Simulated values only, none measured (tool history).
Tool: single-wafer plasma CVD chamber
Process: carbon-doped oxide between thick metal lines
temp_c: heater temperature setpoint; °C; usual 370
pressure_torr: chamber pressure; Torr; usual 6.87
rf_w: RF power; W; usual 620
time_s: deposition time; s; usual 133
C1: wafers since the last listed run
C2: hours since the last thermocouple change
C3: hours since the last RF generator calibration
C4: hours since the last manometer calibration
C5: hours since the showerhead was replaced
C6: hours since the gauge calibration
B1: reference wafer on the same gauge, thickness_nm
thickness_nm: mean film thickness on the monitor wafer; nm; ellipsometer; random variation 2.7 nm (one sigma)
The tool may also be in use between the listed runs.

{"run": 1, "day": 0.0, "temp_c": 370, "pressure_torr": 6.87, "rf_w": 620, "time_s": 133, "C1": 0, "C2": 1765.9, "C3": 1270.5, "C4": 0.5, "C5": 3828.1, "C6": 269.5, "B1": 844.331, "thickness_nm": 734.489}
{"run": 2, "day": 0.617, "temp_c": 370, "pressure_torr": 6.18, "rf_w": 620, "time_s": 133, "C1": 130, "C2": 1780.7, "C3": 1285.3, "C4": 15.3, "C5": 3842.9, "C6": 284.3, "B1": 844.522, "thickness_nm": 727.833}
{"run": 3, "day": 1.079, "temp_c": 370, "pressure_torr": 6.87, "rf_w": 620, "time_s": 133, "C1": 97, "C2": 1791.8, "C3": 1296.4, "C4": 26.4, "C5": 3854.0, "C6": 295.4, "B1": 845.97, "thickness_nm": 740.502}
{"run": 4, "day": 1.375, "temp_c": 370, "pressure_torr": 6.87, "rf_w": 620, "time_s": 133, "C1": 62, "C2": 1798.9, "C3": 1303.5, "C4": 33.5, "C5": 3861.1, "C6": 302.5, "B1": 844.786, "thickness_nm": 738.144}
{"day": 2.125, "done": "showerhead replaced"}
{"run": 5, "day": 2.146, "temp_c": 370, "pressure_torr": 6.87, "rf_w": 620, "time_s": 133, "C1": 92, "C2": 1817.4, "C3": 1322.0, "C4": 52.0, "C5": 0.5, "C6": 321.0, "B1": 843.781, "thickness_nm": 739.241}
{"run": 6, "day": 2.358, "temp_c": 370, "pressure_torr": 6.87, "rf_w": 620, "time_s": 133, "C1": 44, "C2": 1822.5, "C3": 1327.1, "C4": 57.1, "C5": 5.6, "C6": 326.1, "B1": 844.204, "thickness_nm": 735.451}
{"day": 2.738, "done": "thermocouple changed; heater temperature recalibrated"}
{"run": 7, "day": 2.771, "temp_c": 370, "pressure_torr": 6.87, "rf_w": 620, "time_s": 139, "C1": 16, "C2": 0.8, "C3": 1337.0, "C4": 67.0, "C5": 15.5, "C6": 336.0, "B1": 844.549, "thickness_nm": 765.466}
{"run": 8, "day": 3.092, "temp_c": 370, "pressure_torr": 6.87, "rf_w": 620, "time_s": 133, "C1": 67, "C2": 8.5, "C3": 1344.7, "C4": 74.7, "C5": 23.2, "C6": 343.7, "B1": 845.437, "thickness_nm": 739.58}
{"run": 9, "day": 3.396, "temp_c": 370, "pressure_torr": 6.87, "rf_w": 620, "time_s": 133, "C1": 64, "C2": 15.8, "C3": 1352.0, "C4": 82.0, "C5": 30.5, "C6": 351.0, "B1": 844.72, "thickness_nm": 738.746}
{"run": 10, "day": 3.783, "temp_c": 385, "pressure_torr": 6.87, "rf_w": 660, "time_s": 133, "C1": 81, "C2": 25.1, "C3": 1361.3, "C4": 91.3, "C5": 39.8, "C6": 360.3, "B1": 845.166, "thickness_nm": 741.945}
{"run": 11, "day": 4.475, "temp_c": 370, "pressure_torr": 6.87, "rf_w": 620, "time_s": 133, "C1": 146, "C2": 41.7, "C3": 1377.9, "C4": 107.9, "C5": 56.4, "C6": 376.9, "B1": 844.712, "thickness_nm": 734.15}
{"run": 12, "day": 4.812, "temp_c": 370, "pressure_torr": 6.87, "rf_w": 695, "time_s": 125, "C1": 71, "C2": 49.8, "C3": 1386.0, "C4": 116.0, "C5": 64.5, "C6": 385.0, "B1": 844.474, "thickness_nm": 739.209}
{"run": 13, "day": 5.067, "temp_c": 385, "pressure_torr": 6.87, "rf_w": 660, "time_s": 133, "C1": 53, "C2": 55.9, "C3": 1392.1, "C4": 122.1, "C5": 70.6, "C6": 391.1, "B1": 845.045, "thickness_nm": 741.868}
{"run": 14, "day": 5.454, "temp_c": 370, "pressure_torr": 6.87, "rf_w": 620, "time_s": 146, "C1": 81, "C2": 65.2, "C3": 1401.4, "C4": 131.4, "C5": 79.9, "C6": 400.4, "B1": 845.98, "thickness_nm": 804.196}
{"run": 15, "day": 5.842, "temp_c": 356, "pressure_torr": 6.87, "rf_w": 680, "time_s": 147, "C1": 81, "C2": 74.5, "C3": 1410.7, "C4": 140.7, "C5": 89.2, "C6": 409.7, "B1": 843.968, "thickness_nm": 881.987}
{"run": 16, "day": 6.292, "temp_c": 370, "pressure_torr": 6.87, "rf_w": 580, "time_s": 133, "C1": 95, "C2": 85.3, "C3": 1421.5, "C4": 151.5, "C5": 100.0, "C6": 420.5, "B1": 844.738, "thickness_nm": 703.714}
{"day": 6.871, "done": "RF generator calibrated"}
{"run": 17, "day": 8.017, "temp_c": 370, "pressure_torr": 6.87, "rf_w": 740, "time_s": 133, "C1": 294, "C2": 126.7, "C3": 27.5, "C4": 192.9, "C5": 141.4, "C6": 461.9, "B1": 844.713, "thickness_nm": 794.686}
{"day": 8.571, "done": "gauge calibrated"}
{"run": 18, "day": 8.608, "temp_c": 370, "pressure_torr": 6.87, "rf_w": 535, "time_s": 125, "C1": 125, "C2": 140.9, "C3": 41.7, "C4": 207.1, "C5": 155.6, "C6": 0.9, "B1": 843.703, "thickness_nm": 612.849}
{"run": 19, "day": 9.067, "temp_c": 370, "pressure_torr": 6.87, "rf_w": 655, "time_s": 133, "C1": 96, "C2": 151.9, "C3": 52.7, "C4": 218.1, "C5": 166.6, "C6": 11.9, "B1": 845.327, "thickness_nm": 736.52}
{"run": 20, "day": 9.35, "temp_c": 370, "pressure_torr": 6.87, "rf_w": 535, "time_s": 125, "C1": 59, "C2": 158.7, "C3": 59.5, "C4": 224.9, "C5": 173.4, "C6": 18.7, "B1": 844.012, "thickness_nm": 620.192}
{"day": 10.142, "done": "RF generator calibrated, repeated, since the last time left the tool worse"}
{"run": 21, "day": 10.162, "temp_c": 360, "pressure_torr": 6.87, "rf_w": 520, "time_s": 117, "C1": 101, "C2": 178.2, "C3": 0.5, "C4": 244.4, "C5": 192.9, "C6": 38.2, "B1": 845.354, "thickness_nm": 615.507}
{"run": 22, "day": 10.571, "temp_c": 359, "pressure_torr": 7.64, "rf_w": 545, "time_s": 113, "C1": 86, "C2": 188.0, "C3": 10.3, "C4": 254.2, "C5": 202.7, "C6": 48.0, "B1": 844.863, "thickness_nm": 619.801}
{"run": 23, "day": 10.888, "temp_c": 370, "pressure_torr": 6.87, "rf_w": 620, "time_s": 133, "C1": 66, "C2": 195.6, "C3": 17.9, "C4": 261.8, "C5": 210.3, "C6": 55.6, "B1": 843.696, "thickness_nm": 753.912}
{"run": 24, "day": 11.212, "temp_c": 358, "pressure_torr": 6.87, "rf_w": 500, "time_s": 112, "C1": 68, "C2": 203.4, "C3": 25.7, "C4": 269.6, "C5": 218.1, "C6": 63.4, "B1": 845.761, "thickness_nm": 575.62}
{"run": 25, "day": 11.929, "temp_c": 377, "pressure_torr": 6.87, "rf_w": 520, "time_s": 133, "C1": 151, "C2": 220.6, "C3": 42.9, "C4": 286.8, "C5": 235.3, "C6": 80.6, "B1": 844.616, "thickness_nm": 674.985}
{"run": 26, "day": 12.542, "temp_c": 381, "pressure_torr": 5.2, "rf_w": 620, "time_s": 133, "C1": 129, "C2": 235.3, "C3": 57.6, "C4": 301.5, "C5": 250.0, "C6": 95.3, "B1": 845.76, "thickness_nm": 705.057}

Forecast run 27:
{"run": 27, "day": 12.875, "temp_c": 370, "pressure_torr": 6.87, "rf_w": 620, "time_s": 133, "C1": 70, "C2": 243.3, "C3": 65.6, "C4": 309.5, "C5": 258.0, "C6": 103.3, "B1": "?", "thickness_nm": "?"}

{"run 27": {"B1": 845.313, "thickness_nm": 758.573}}
Without the tool's hidden state the same run would have given thickness_nm 762.242 nm.

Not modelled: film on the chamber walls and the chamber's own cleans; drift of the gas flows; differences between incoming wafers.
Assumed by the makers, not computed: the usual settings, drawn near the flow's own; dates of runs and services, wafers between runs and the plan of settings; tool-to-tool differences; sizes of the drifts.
